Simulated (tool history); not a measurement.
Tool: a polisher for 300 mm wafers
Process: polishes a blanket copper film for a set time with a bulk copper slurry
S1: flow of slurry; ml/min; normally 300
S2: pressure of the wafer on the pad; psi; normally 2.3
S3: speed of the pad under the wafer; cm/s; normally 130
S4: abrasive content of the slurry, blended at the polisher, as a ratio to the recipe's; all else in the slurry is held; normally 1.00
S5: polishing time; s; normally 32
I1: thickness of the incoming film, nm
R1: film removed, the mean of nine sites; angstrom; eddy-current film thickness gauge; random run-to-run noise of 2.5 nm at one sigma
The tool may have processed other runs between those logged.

run,hour,S1,S2,S3,S4,S5,I1,R1
1,0.0,300,2.3,130,1.00,32,2428.0,2834
2,36.3,300,2.3,130,1.00,32,2441.1,2781
3,88.1,350,2.3,130,1.00,32,2450.1,2842
4,173.0,350,2.3,130,1.00,32,2446.1,3070
5,237.7,300,2.3,114,1.00,24,2417.8,1994
6,287.7,300,2.3,114,1.00,24,2415.9,1959
7,341.5,375,2.3,130,1.00,32,2459.9,3072
8,438.2,375,2.3,130,1.00,32,2445.8,3069
9,515.9,375,2.3,130,1.00,32,2463.4,2979
10,593.8,300,2.3,130,1.00,32,2447.4,2879
11,648.0,300,2.3,130,1.00,32,2422.2,3005
12,694.8,340,2.3,130,1.00,32,2440.0,3018
13,783.1,340,2.3,130,1.00,32,2424.8,3053
14,851.6,200,2.0,130,0.85,39,2466.2,2881
15,907.1,335,1.8,100,1.15,32,2470.9,1869
16,1002.4,350,2.3,130,1.00,32,2424.9,2945
17,1106.5,340,2.3,130,1.00,32,2422.4,3055
18,1179.5,300,2.8,116,0.90,32,2432.2,3145
19,1225.3,300,2.3,130,1.25,32,2442.9,3190
20,1312.9,300,1.9,90,1.10,26,2446.4,1432
21,1376.9,300,2.3,88,1.25,26,2474.7,1725
22,1452.4,265,2.6,172,1.20,32,2404.1,4491
23,1556.8,300,2.3,168,1.00,41,2463.5,4801
24,1629.6,300,2.3,86,1.00,32,2478.2,1844
25,1722.6,350,2.3,130,1.00,32,2484.6,3061
26,1769.6,300,2.9,90,1.00,32,2462.8,2583
27,1810.9,300,2.3,102,1.10,32,2417.9,2385
28,1852.8,385,1.9,142,1.00,32,2482.4,2794
29,1941.3,300,2.3,130,1.00,32,2464.4,3002
30,2193.9,370,2.8,174,1.25,32,2441.4,5294

Not shown here: 15 entries made in the log between runs. Locate each between two listed runs and compare the hidden state at the listed run before it with the hidden state at the listed run after it:
After run 3, before run 4: slurry nozzle cleaned (hour 98.9)
  slurry flow missing at the pad, %: 49.7 -> 2.84
  measured value less the no-hidden-state value, R1: -262 -> -8 angstrom
After run 5, before run 6: worn pad replaced by a new one (hour 257.6)
  slurry flow missing at the pad, %: 4.8 -> 7.12
  measured value less the no-hidden-state value, R1: -10 -> -15 angstrom
After run 10, before run 11: slurry nozzle cleaned (hour 597.6); slurry blender recalibrated (hour 607.8)
  slurry flow missing at the pad, %: 36.8 -> 4.68
  measured value less the no-hidden-state value, R1: -175 -> -14 angstrom
After run 12, before run 13: worn pad replaced by a new one (hour 770.4)
  slurry flow missing at the pad, %: 5.65 -> 9.19
  measured value less the no-hidden-state value, R1: -16 -> -27 angstrom
After run 15, before run 16: head pressure recalibrated (hour 956.1)
  slurry flow missing at the pad, %: 17.9 -> 27.5
  measured value less the no-hidden-state value, R1: -37 -> -97 angstrom
After run 16, before run 17: slurry blender recalibrated (hour 1076.6); slurry nozzle cleaned (hour 1091.6)
  slurry flow missing at the pad, %: 27.5 -> 2.25
  measured value less the no-hidden-state value, R1: -97 -> -6 angstrom
After run 18, before run 19: worn pad replaced by a new one (hour 1222.9)
  slurry flow missing at the pad, %: 3.31 -> 4.75
  measured value less the no-hidden-state value, R1: -10 -> -15 angstrom
After run 22, before run 23: slurry blender recalibrated (hour 1538.7)
  slurry flow missing at the pad, %: 20.7 -> 32.9
  measured value less the no-hidden-state value, R1: -134 -> -244 angstrom
After run 24, before run 25: slurry nozzle cleaned (hour 1693.6)
  slurry flow missing at the pad, %: 43.2 -> 0.794
  measured value less the no-hidden-state value, R1: -150 -> -2 angstrom
After run 26, before run 27: worn pad replaced by a new one (hour 1795.0)
  slurry flow missing at the pad, %: 1.49 -> 2.63
  measured value less the no-hidden-state value, R1: -3 -> -6 angstrom
After run 29, before run 30: head pressure recalibrated (hour 1974.9); slurry blender recalibrated (hour 2032.5); slurry nozzle cleaned (hour 2173.9)
  slurry flow missing at the pad, %: 9.37 -> 1.07
  measured value less the no-hidden-state value, R1: -30 -> -4 angstrom
